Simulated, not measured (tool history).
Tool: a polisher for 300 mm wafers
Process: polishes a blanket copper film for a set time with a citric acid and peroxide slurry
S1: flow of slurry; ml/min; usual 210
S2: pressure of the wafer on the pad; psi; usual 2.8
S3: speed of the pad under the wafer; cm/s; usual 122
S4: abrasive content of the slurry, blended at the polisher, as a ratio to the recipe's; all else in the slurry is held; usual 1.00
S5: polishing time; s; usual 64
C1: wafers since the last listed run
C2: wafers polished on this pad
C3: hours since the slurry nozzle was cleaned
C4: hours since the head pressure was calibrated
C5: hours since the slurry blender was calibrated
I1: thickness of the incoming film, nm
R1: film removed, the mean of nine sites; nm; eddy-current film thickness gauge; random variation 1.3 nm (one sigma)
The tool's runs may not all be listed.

Run 1, hour 0.0: usual settings; C1 0; C2 796; C3 182.2; C4 307.2; C5 30.8; I1 1189.0. Result: R1 186.2 nm.
Run 2, hour 11.2: usual settings; C1 156; C2 952; C3 193.4; C4 318.4; C5 42.0; I1 1171.4. Result: R1 189.8 nm.
Run 3, hour 27.4: usual settings; C1 225; C2 1178; C3 209.6; C4 334.6; C5 58.2; I1 1171.3. Result: R1 184.6 nm.
Run 4, hour 37.9: usual settings; C1 146; C2 1324; C3 220.1; C4 345.1; C5 68.7; I1 1166.2. Result: R1 185.1 nm.
At hour 56.2: worn pad replaced by a new one.
Run 5, hour 56.7: usual settings; C1 206; C2 6; C3 238.9; C4 363.9; C5 87.5; I1 1181.8. Result: R1 185.7 nm.
Run 6, hour 62.1: usual settings; C1 75; C2 81; C3 244.3; C4 369.3; C5 92.9; I1 1172.3. Result: R1 183.3 nm.
Run 7, hour 76.7: usual settings; C1 203; C2 285; C3 258.9; C4 383.9; C5 107.5; I1 1193.2. Result: R1 183.4 nm.
Run 8, hour 86.4: usual settings but S4 0.80; C1 135; C2 420; C3 268.6; C4 393.6; C5 117.2; I1 1199.0. Result: R1 175.7 nm.
At hour 88.9: slurry nozzle cleaned.
At hour 126.4: slurry blender recalibrated.
Run 9, hour 126.9: usual settings but S1 265 ml/min, S2 2.0 psi; C1 522; C2 942; C3 38.0; C4 434.1; C5 0.5; I1 1190.6. Result: R1 148.0 nm.
Run 10, hour 139.2: usual settings; C1 171; C2 1113; C3 50.3; C4 446.4; C5 12.8; I1 1188.4. Result: R1 188.8 nm.
At hour 144.4: worn pad replaced by a new one.
Run 11, hour 151.9: usual settings; C1 121; C2 104; C3 63.0; C4 459.1; C5 25.5; I1 1182.7. Result: R1 189.3 nm.
Run 12, hour 163.8: usual settings but S4 0.85; C1 165; C2 270; C3 74.9; C4 471.0; C5 37.4; I1 1170.8. Result: R1 184.0 nm.
At hour 179.0: head pressure recalibrated.
Run 13, hour 179.5: usual settings but S1 140 ml/min, S2 3.4 psi, S5 42 s; C1 190; C2 461; C3 90.6; C4 0.5; C5 53.1; I1 1158.4. Result: R1 138.4 nm.
Run 14, hour 184.2: usual settings; C1 65; C2 526; C3 95.3; C4 5.2; C5 57.8; I1 1197.5. Result: R1 191.3 nm.
Run 15, hour 197.3: usual settings but S1 270 ml/min, S3 100 cm/s, S4 0.90, S5 78 s; C1 182; C2 709; C3 108.4; C4 18.3; C5 70.9; I1 1170.8. Result: R1 196.5 nm.
Run 16, hour 211.8: usual settings but S1 190 ml/min; C1 202; C2 911; C3 122.9; C4 32.8; C5 85.4; I1 1174.0. Result: R1 185.2 nm.
Run 17, hour 226.1: usual settings but S2 3.5 psi, S5 81 s; C1 199; C2 1110; C3 137.2; C4 47.1; C5 99.7; I1 1158.6. Result: R1 285.6 nm.
Run 18, hour 233.4: usual settings; C1 101; C2 1211; C3 144.5; C4 54.4; C5 107.0; I1 1182.3. Result: R1 184.4 nm.
At hour 241.8: worn pad replaced by a new one.
Run 19, hour 249.8: usual settings but S1 255 ml/min, S2 3.1 psi; C1 172; C2 111; C3 160.9; C4 70.8; C5 123.4; I1 1178.0. Result: R1 207.1 nm.
Run 20, hour 265.1: usual settings but S1 155 ml/min, S2 3.4 psi; C1 213; C2 324; C3 176.2; C4 86.1; C5 138.7; I1 1192.7. Result: R1 210.1 nm.
Run 21, hour 282.6: usual settings but S1 170 ml/min, S5 58 s; C1 243; C2 568; C3 193.7; C4 103.6; C5 156.2; I1 1189.2. Result: R1 167.3 nm.
Run 22, hour 291.4: usual settings but S4 0.70, S5 55 s; C1 122; C2 691; C3 202.5; C4 112.4; C5 165.0; I1 1196.6. Result: R1 151.4 nm.
At hour 303.5: slurry blender recalibrated.
Run 23, hour 308.3: usual settings but S3 106 cm/s; C1 207; C2 898; C3 219.4; C4 129.3; C5 4.8; I1 1182.0. Result: R1 163.2 nm.
Run 24, hour 316.1: usual settings but S5 77 s; C1 108; C2 1007; C3 227.2; C4 137.1; C5 12.6; I1 1171.7. Result: R1 224.1 nm.
Run 25, hour 322.1: usual settings but S1 145 ml/min, S3 80 cm/s; C1 83; C2 1090; C3 233.2; C4 143.1; C5 18.6; I1 1169.0. Result: R1 123.7 nm.
Run 26, hour 329.3: usual settings; C1 100; C2 1191; C3 240.4; C4 150.3; C5 25.8; I1 1186.5. Result: R1 185.2 nm.
At hour 352.4: worn pad replaced by a new one.
Run 27, hour 354.7: usual settings; C1 298; C2 31; C3 265.8; C4 175.7; C5 51.2; I1 1197.9. Result: R1 183.4 nm.
Run 28, hour 369.3: usual settings; C1 203; C2 234; C3 280.4; C4 190.3; C5 65.8; I1 1190.3. Result: R1 182.2 nm.
At hour 385.3: slurry nozzle cleaned.
Run 29, hour 386.0: usual settings but S1 265 ml/min, S2 2.0 psi; C1 218; C2 453; C3 0.7; C4 207.0; C5 82.5; I1 1181.4. Result: R1 148.5 nm.
Run 30, hour 397.1: usual settings but S2 2.3 psi; C1 154; C2 608; C3 11.8; C4 218.1; C5 93.6; I1 1186.4. Result: R1 162.6 nm.
Run 31, hour 408.8: usual settings but S1 275 ml/min, S2 3.5 psi, S4 1.25; C1 162; C2 771; C3 23.5; C4 229.8; C5 105.3; I1 1178.0. Result: R1 243.3 nm.

Forecast each of these 3 alternatives for the next run:
Run A, hour 409.2: usual settings but S4 1.15; C1 5; C2 776; C3 23.9; C4 230.2; C5 105.7; I1 1189.4. Result: R1 ?.
Run B, hour 409.2: usual settings but S3 138 cm/s, S5 45 s; C1 5; C2 776; C3 23.9; C4 230.2; C5 105.7; I1 1189.4. Result: R1 ?.
Run C, hour 409.2: usual settings but S4 0.70, S5 47 s; C1 5; C2 776; C3 23.9; C4 230.2; C5 105.7; I1 1189.4. Result: R1 ?.

run     R1
  A  195.8
  B  149.7
  C  133.3
Without the tool's hidden state the same runs would have given:
run     R1
  A  195.9
  B  149.7
  C  133.4

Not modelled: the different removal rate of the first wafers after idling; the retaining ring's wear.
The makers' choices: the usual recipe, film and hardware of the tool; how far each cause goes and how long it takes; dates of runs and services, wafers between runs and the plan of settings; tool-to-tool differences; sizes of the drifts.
